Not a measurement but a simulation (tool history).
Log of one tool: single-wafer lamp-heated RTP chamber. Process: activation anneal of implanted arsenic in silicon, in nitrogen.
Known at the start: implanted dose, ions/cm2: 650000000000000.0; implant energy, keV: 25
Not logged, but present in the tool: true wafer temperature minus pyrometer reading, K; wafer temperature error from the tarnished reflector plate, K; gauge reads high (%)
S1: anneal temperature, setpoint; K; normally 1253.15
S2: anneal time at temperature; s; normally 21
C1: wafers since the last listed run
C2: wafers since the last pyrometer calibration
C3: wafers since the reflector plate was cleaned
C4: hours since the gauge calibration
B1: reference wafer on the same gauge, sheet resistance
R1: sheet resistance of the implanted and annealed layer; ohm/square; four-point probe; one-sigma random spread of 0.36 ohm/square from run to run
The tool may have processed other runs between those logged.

Run 1, hour 0.0: usual settings; C1 0; C2 3385; C3 3655; C4 628.5; B1 162.97. Result: R1 175.61 ohm/square.
At hour 7.7: pyrometer window cleaned and pyrometer calibrated.
Run 2, hour 16.9: usual settings; C1 115; C2 115; C3 3770; C4 645.4; B1 163.00. Result: R1 177.65 ohm/square.
Run 3, hour 32.2: usual settings; C1 192; C2 307; C3 3962; C4 660.7; B1 162.97. Result: R1 177.30 ohm/square.
Run 4, hour 61.4: usual settings; C1 366; C2 674; C3 4329; C4 689.9; B1 163.00. Result: R1 176.96 ohm/square.
Run 5, hour 91.7: usual settings; C1 380; C2 1054; C3 4709; C4 720.2; B1 163.03. Result: R1 176.78 ohm/square.
Run 6, hour 116.6: usual settings; C1 312; C2 1367; C3 5022; C4 745.1; B1 162.93. Result: R1 176.61 ohm/square.
Run 7, hour 132.7: usual settings; C1 202; C2 1569; C3 5224; C4 761.2; B1 162.91. Result: R1 177.21 ohm/square.
Run 8, hour 157.6: usual settings but S2 24 s; C1 312; C2 1882; C3 5537; C4 786.1; B1 163.03. Result: R1 176.08 ohm/square.
Run 9, hour 183.2: usual settings but S1 1270.15 K, S2 17 s; C1 321; C2 2203; C3 5858; C4 811.7; B1 162.78. Result: R1 175.37 ohm/square.
Run 10, hour 211.2: usual settings but S1 1270.15 K, S2 17 s; C1 351; C2 2555; C3 6210; C4 839.7; B1 162.98. Result: R1 175.86 ohm/square.
Run 11, hour 230.1: usual settings but S1 1270.15 K, S2 17 s; C1 237; C2 2792; C3 6447; C4 858.6; B1 163.00. Result: R1 175.18 ohm/square.
Run 12, hour 251.0: usual settings but S2 30 s; C1 262; C2 3055; C3 6710; C4 879.5; B1 162.80. Result: R1 174.33 ohm/square.
At hour 269.5: gauge calibrated.
Run 13, hour 279.3: usual settings but S1 1244.15 K; C1 355; C2 3410; C3 7065; C4 9.8; B1 162.85. Result: R1 177.33 ohm/square.
Run 14, hour 309.7: usual settings but S1 1244.15 K; C1 381; C2 3792; C3 7447; C4 40.2; B1 163.07. Result: R1 176.94 ohm/square.
At hour 320.2: pyrometer window cleaned and pyrometer calibrated.
Run 15, hour 338.6: usual settings but S1 1244.15 K; C1 262; C2 230; C3 7709; C4 69.1; B1 162.99. Result: R1 178.40 ohm/square.
Run 16, hour 372.4: usual settings but S2 17 s; C1 424; C2 655; C3 8134; C4 102.9; B1 163.14. Result: R1 178.14 ohm/square.
Run 17, hour 403.1: usual settings but S2 17 s; C1 385; C2 1040; C3 8519; C4 133.6; B1 163.01. Result: R1 177.66 ohm/square.
Run 18, hour 418.5: usual settings but S2 17 s; C1 193; C2 1234; C3 8713; C4 149.0; B1 163.04. Result: R1 177.84 ohm/square.
Run 19, hour 436.8: usual settings but S1 1227.15 K, S2 17 s; C1 229; C2 1463; C3 8942; C4 167.3; B1 163.15. Result: R1 182.02 ohm/square.
Run 20, hour 461.1: usual settings but S1 1272.15 K, S2 30 s; C1 305; C2 1769; C3 9247; C4 191.6; B1 163.00. Result: R1 171.44 ohm/square.
Run 21, hour 494.4: usual settings but S1 1265.15 K, S2 26 s; C1 418; C2 2187; C3 9666; C4 224.9; B1 163.04. Result: R1 173.55 ohm/square.
Run 22, hour 513.6: usual settings but S1 1268.15 K, S2 29 s; C1 241; C2 2428; C3 9907; C4 244.1; B1 162.85. Result: R1 171.82 ohm/square.
Run 23, hour 546.5: usual settings but S1 1238.15 K, S2 31 s; C1 413; C2 2841; C3 10320; C4 277.0; B1 163.00. Result: R1 175.19 ohm/square.

Run 24 is up next; what results do you expect?
Run 24, hour 569.2: usual settings; C1 285; C2 3126; C3 10605; C4 299.7; B1 ?. Result: R1 ?.

B1: 163.02
R1: 175.84 ohm/square
With the hidden condition absent and the run-to-run variation left alone, this run would have shown R1 177.30 ohm/square.

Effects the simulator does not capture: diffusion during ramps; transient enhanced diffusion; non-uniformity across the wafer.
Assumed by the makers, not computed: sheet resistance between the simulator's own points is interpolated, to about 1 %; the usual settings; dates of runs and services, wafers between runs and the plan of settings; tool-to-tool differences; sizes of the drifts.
